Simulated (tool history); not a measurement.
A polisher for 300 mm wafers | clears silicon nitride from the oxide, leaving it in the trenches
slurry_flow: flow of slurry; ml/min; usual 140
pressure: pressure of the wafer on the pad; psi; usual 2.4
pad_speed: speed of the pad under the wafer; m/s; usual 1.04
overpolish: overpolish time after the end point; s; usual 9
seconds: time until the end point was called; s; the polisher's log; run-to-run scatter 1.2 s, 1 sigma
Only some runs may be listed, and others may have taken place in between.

run	hour	slurry_flow	pressure	pad_speed	overpolish	incoming thickness of the incoming film, nm	seconds
1	0.0	140	2.4	1.04	9	88.9	108.0
2	66.4	140	2.4	1.04	9	90.0	109.3
3	158.3	140	2.4	1.24	11	89.0	94.1
# hour 164.8: worn pad replaced by a new one
4	205.3	140	2.4	1.04	9	90.1	107.4
# hour 210.7: slurry nozzle cleaned
5	312.1	140	2.4	1.04	9	88.9	105.0
6	349.8	160	2.4	1.04	9	90.1	105.6
# hour 433.9: worn pad replaced by a new one
7	444.3	140	2.4	1.04	9	90.7	106.7
8	503.4	140	2.4	1.04	9	90.0	109.2
9	605.0	140	2.4	1.04	9	91.5	109.5
10	691.5	140	2.4	1.04	9	91.8	110.9
# hour 708.9: worn pad replaced by a new one
# hour 743.2: head pressure recalibrated
11	759.1	140	2.4	1.04	9	90.0	106.9

What will run 12 give?
12	803.8	105	2.7	1.04	9	89.7	?

{"run 12": {"seconds": 99.0}}
With the hidden condition absent and the run-to-run variation left alone, this run would have shown seconds 99.0 s.
